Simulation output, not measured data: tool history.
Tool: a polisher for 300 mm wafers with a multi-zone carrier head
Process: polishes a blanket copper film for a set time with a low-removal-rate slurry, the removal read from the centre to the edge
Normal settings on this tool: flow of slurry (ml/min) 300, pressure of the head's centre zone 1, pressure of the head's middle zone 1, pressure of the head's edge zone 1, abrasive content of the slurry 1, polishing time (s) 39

| run | day | flow of slurry (ml/min) | pressure of the head's centre zone | pressure of the head's middle zone | pressure of the head's edge zone | abrasive content of the slurry | polishing time (s) | wafers since the last listed run | wafers polished on this pad | hours since the slurry nozzle was cleaned | hours since the centre zone pressure was calibrated | hours since the edge zone pressure was calibrated | hours since the carrier head's membrane was replaced | incoming thickness of the incoming film, nm | film removed at the wafer's centre (Å) | film removed at mid-radius (Å) | film removed at the wafer's edge (Å) |
|---|---|---|---|---|---|---|---|---|---|---|---|---|---|---|---|---|---|
| 1 | 0 | 300 | 1 | 1 | 1 | 0.9 | 39 | 0 | 753 | 60 | 10.8 | 1146.6 | 34 | 1233.8 | 1019 | 1029 | 1046 |
| 2 | 0.658 | 300 | 1.07 | 1 | 1 | 1 | 39 | 215 | 969 | 75.8 | 26.6 | 1162.4 | 49.8 | 1250.7 | 1123 | 1057 | 1093 |
| 3 | 1.125 | 195 | 1.04 | 1.1 | 1 | 1 | 39 | 152 | 1121 | 87 | 37.8 | 1173.6 | 61 | 1250.3 | 1019 | 1071 | 1019 |
|  | 1.696 | worn pad replaced by a new one |
| 4 | 1.746 | 300 | 1 | 1 | 1 | 1 | 39 | 148 | 16 | 101.9 | 52.7 | 1188.5 | 75.9 | 1230.3 | 1059 | 1096 | 1080 |
| 5 | 2.129 | 300 | 1 | 1.03 | 0.96 | 1 | 39 | 125 | 141 | 111.1 | 61.9 | 1197.7 | 85.1 | 1234.6 | 1055 | 1079 | 1053 |
| 6 | 2.704 | 300 | 1 | 1 | 1 | 1 | 45 | 188 | 329 | 124.9 | 75.7 | 1211.5 | 98.9 | 1252.3 | 1213 | 1238 | 1227 |
| 7 | 3.354 | 300 | 1 | 1 | 1 | 1 | 39 | 212 | 542 | 140.5 | 91.3 | 1227.1 | 114.5 | 1230.2 | 1047 | 1072 | 1080 |
| 8 | 4.017 | 300 | 1 | 1 | 0.95 | 1 | 39 | 216 | 759 | 156.4 | 107.2 | 1243 | 130.4 | 1260.5 | 1034 | 1050 | 1024 |
| 9 | 4.567 | 340 | 1 | 1 | 1.1 | 0.8 | 39 | 179 | 939 | 169.6 | 120.4 | 1256.2 | 143.6 | 1252.8 | 987 | 954 | 1038 |
| 10 | 5.208 | 300 | 1 | 1 | 1.05 | 1 | 52 | 209 | 1148 | 185 | 135.8 | 1271.6 | 159 | 1248.2 | 1373 | 1368 | 1461 |
| 11 | 5.608 | 300 | 1 | 1 | 1 | 1 | 39 | 130 | 1279 | 194.6 | 145.4 | 1281.2 | 168.6 | 1268 | 1030 | 1031 | 1051 |
|  | 5.996 | worn pad replaced by a new one |
| 12 | 6.017 | 385 | 1 | 1 | 1.1 | 1 | 39 | 79 | 6 | 204.4 | 155.2 | 1291 | 178.4 | 1270.7 | 1074 | 1080 | 1131 |
| 13 | 6.479 | 300 | 1 | 1 | 1 | 0.85 | 39 | 151 | 157 | 215.5 | 166.3 | 1302.1 | 189.5 | 1263.6 | 959 | 963 | 994 |
|  | 6.825 | edge zone pressure recalibrated |
| 14 | 7.075 | 300 | 1 | 0.92 | 1 | 1 | 39 | 167 | 325 | 229.8 | 180.6 | 6 | 203.8 | 1228.8 | 1017 | 986 | 1066 |
| 15 | 7.433 | 400 | 1 | 0.97 | 1 | 1 | 39 | 117 | 442 | 238.4 | 189.2 | 14.6 | 212.4 | 1231.7 | 1084 | 1064 | 1087 |
| 16 | 7.892 | 355 | 1.06 | 1 | 1 | 1 | 39 | 149 | 592 | 249.4 | 200.2 | 25.6 | 223.4 | 1237.2 | 1114 | 1057 | 1052 |
| 17 | 8.258 | 300 | 1 | 1 | 1 | 1 | 26 | 119 | 712 | 258.2 | 209 | 34.4 | 232.2 | 1254.1 | 677 | 706 | 711 |
| 18 | 8.562 | 210 | 1 | 1 | 1 | 1.25 | 39 | 99 | 811 | 265.5 | 216.3 | 41.7 | 239.5 | 1226.6 | 1038 | 1070 | 1090 |
| 19 | 9.062 | 300 | 1.05 | 1.09 | 1.09 | 0.9 | 39 | 163 | 975 | 277.5 | 228.3 | 53.7 | 251.5 | 1254.6 | 1028 | 1054 | 1049 |
|  | 9.917 | worn pad replaced by a new one |
| 20 | 9.938 | 300 | 1 | 1 | 1 | 0.9 | 39 | 231 | 7 | 298.5 | 249.3 | 74.7 | 272.5 | 1239.4 | 992 | 1017 | 1002 |
| 21 | 10.496 | 300 | 1 | 1 | 1 | 1 | 39 | 182 | 189 | 311.9 | 262.7 | 88.1 | 285.9 | 1253 | 1030 | 1033 | 1027 |
| 22 | 11.108 | 225 | 1 | 1 | 1 | 1 | 33 | 200 | 390 | 326.6 | 277.4 | 102.8 | 300.6 | 1253.1 | 798 | 833 | 853 |

Pick out some run-to-run changes in film removed at the wafer's centre (Å). Of each, how much would a tool without hidden state show as well, from the settings, what came in and chance, and how much is left for the hidden state and any gauge scatter not in both results compared?
Hidden state present: removal rate lost through wear of the pad, %; slurry flow missing at the pad, %; deviation of the centre zone's pressure from its setpoint, %; deviation of the edge zone's pressure from its setpoint, %.
Run 9 -> 10: flow of slurry (ml/min) 340 -> 300, pressure of the head's edge zone 1.1 -> 1.05, abrasive content of the slurry 0.8 -> 1, polishing time (s) 39 -> 52. film removed at the wafer's centre (Å) +386: hidden state -25, all else +411.
Run 16 -> 17: flow of slurry (ml/min) 355 -> 300, pressure of the head's centre zone 1.06 -> 1, polishing time (s) 39 -> 26. film removed at the wafer's centre (Å) -437: hidden state +12, all else -449.
Run 17 -> 18: flow of slurry (ml/min) 300 -> 210, abrasive content of the slurry 1 -> 1.25, polishing time (s) 26 -> 39. film removed at the wafer's centre (Å) +361: hidden state -49, all else +410.
Run 18 -> 19: flow of slurry (ml/min) 210 -> 300, pressure of the head's centre zone 1 -> 1.05, pressure of the head's middle zone 1 -> 1.09, pressure of the head's edge zone 1 -> 1.09, abrasive content of the slurry 1.25 -> 0.9. film removed at the wafer's centre (Å) -10: hidden state +27, all else -37.
